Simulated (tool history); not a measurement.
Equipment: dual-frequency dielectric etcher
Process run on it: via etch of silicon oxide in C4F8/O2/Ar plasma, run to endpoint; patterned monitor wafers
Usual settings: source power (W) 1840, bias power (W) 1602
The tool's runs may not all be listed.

run,day,source power (W),bias power (W),wafers since the last listed run,hours since the last wet clean,hours since the last source power generator calibration,hours since the last bias power generator calibration,hours since the last upper electrode change,"incoming incoming film thickness, nm",endpoint time (s)
1,0.000,1840,1602,0,320.7,4102.2,3115.3,2061.7,1519.1,313.2
2,0.254,1840,1602,21,326.8,4108.3,3121.4,2067.8,1515.0,312.2
3,0.596,1840,1602,28,335.0,4116.5,3129.6,2076.0,1538.3,315.4
4,0.917,1840,1602,26,342.7,4124.2,3137.3,2083.7,1536.9,317.3
5,1.612,1840,1602,58,359.4,4140.9,3154.0,2100.4,1537.5,316.9
6,1.883,1840,1500,22,365.9,4147.4,3160.5,2106.9,1533.9,318.7
7,2.192,1840,1602,25,373.3,4154.8,3167.9,2114.3,1546.9,317.2
8,2.871,1840,1602,56,389.6,4171.1,3184.2,2130.6,1538.4,313.8
9,3.467,1840,1602,49,403.9,4185.4,3198.5,2144.9,1537.5,314.9
10,3.925,1840,1602,38,414.9,4196.4,3209.5,2155.9,1529.0,311.2
# day 5.125: upper electrode replaced
11,5.146,1840,1602,18,444.2,4225.7,3238.8,0.5,1542.7,314.8
12,5.162,1840,1804,1,444.6,4226.1,3239.2,0.9,1528.3,305.0
# day 6.212: wet clean of the chamber
13,6.233,1840,1602,5,0.5,4251.8,3264.9,26.6,1529.6,327.0
14,6.250,1590,1858,1,0.9,4252.2,3265.3,27.0,1539.5,339.8
15,6.267,1840,1602,1,1.3,4252.6,3265.7,27.4,1521.1,326.5
16,6.492,1980,1354,18,6.7,4258.0,3271.1,32.8,1540.3,327.9
17,7.083,1590,1477,49,20.9,4272.2,3285.3,47.0,1543.8,351.7
# day 7.462: source power generator calibrated
18,7.538,2070,1823,24,31.8,1.8,3296.2,57.9,1534.1,305.9
19,8.258,2140,1317,60,49.1,19.1,3313.5,75.2,1513.8,311.3
20,8.562,1840,1602,25,56.4,26.4,3320.8,82.5,1526.7,322.9
# day 9.392: bias power generator calibrated
21,9.471,1630,1770,62,78.2,48.2,1.9,104.3,1522.6,331.1
22,10.146,1840,1602,56,94.4,64.4,18.1,120.5,1537.4,325.5
23,10.662,2050,1939,43,106.8,76.8,30.5,132.9,1528.9,301.1
24,11.108,2200,1602,37,117.5,87.5,41.2,143.6,1530.4,302.4
25,11.542,1390,1450,36,127.9,97.9,51.6,154.0,1515.0,361.5
26,12.183,1840,1602,53,143.3,113.3,67.0,169.4,1531.7,323.6

Run 27 has not been measured yet. What should we expect?
27,12.879,1840,1602,58,160.0,130.0,83.7,186.1,1537.5,?

{"run 27": {"endpoint time (s)": 321.4}}
Had the tool carried no hidden state, the very same run would have given endpoint time (s) 327.3.

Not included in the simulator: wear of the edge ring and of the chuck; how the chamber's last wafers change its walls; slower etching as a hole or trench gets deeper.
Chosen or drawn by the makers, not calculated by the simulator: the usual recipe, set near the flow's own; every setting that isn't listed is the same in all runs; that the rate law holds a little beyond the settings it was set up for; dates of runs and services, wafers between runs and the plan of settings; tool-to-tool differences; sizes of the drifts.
